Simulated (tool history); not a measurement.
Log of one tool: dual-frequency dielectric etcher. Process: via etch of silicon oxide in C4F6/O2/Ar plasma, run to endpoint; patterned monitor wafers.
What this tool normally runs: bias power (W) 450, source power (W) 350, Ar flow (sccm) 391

run     day  bias power (W)  source power (W)  Ar flow (sccm)  incoming incoming film thickness, nm  endpoint time (s)
  1       0             450               350             391                                 131.7               31.6
  2    3.45             450               350             391                                 131.7               31.9
  3   7.742             450               350             391                                 130.6                 32
  4  10.462             450               350             391                                 129.4               32.1
     13.671  -- wet clean of the chamber
  5   13.95             450               350             391                                 129.8               28.8
  6  17.525             450               350             391                                 130.4               29.1
      19.55  -- bias power generator calibrated
     21.717  -- upper electrode replaced
  7  21.738             450               350             391                                 131.7               29.5
     24.988  -- Ar flow controller replaced
     26.746  -- wet clean of the chamber, repeated, since the last time left the tool worse
     28.408  -- source power generator calibrated
  8  33.925             450               350             456                                 130.7               31.9
  9  37.175             450               350             391                                 130.3               31.8
 10  40.862             391               320             456                                 129.5               34.8
 11   43.25             487               440             391                                 131.7               29.1
 12  46.354             450               350             391                                 131.1               31.7
 13  48.229             486               310             391                                 131.2               33.2
     53.317  -- wet clean of the chamber
 14  53.338             512               270             326                                 130.9               31.7
 15  55.288             533               430             454                                   132                 28

Each row is a separate what-if for the run after 15, all from the same tool condition, not one after another. Results?
  A  55.304             450               400             391                                 130.8                  ?
  B  55.304             358               350             391                                 130.8                  ?
  C  55.304             450               330             344                                 130.8                  ?

run  endpoint time (s)
  A               29.9
  B               33.9
  C               31.6
Without the tool's unlogged condition, the same runs would have read:
run  endpoint time (s)
  A               29.8
  B               33.8
  C               31.5

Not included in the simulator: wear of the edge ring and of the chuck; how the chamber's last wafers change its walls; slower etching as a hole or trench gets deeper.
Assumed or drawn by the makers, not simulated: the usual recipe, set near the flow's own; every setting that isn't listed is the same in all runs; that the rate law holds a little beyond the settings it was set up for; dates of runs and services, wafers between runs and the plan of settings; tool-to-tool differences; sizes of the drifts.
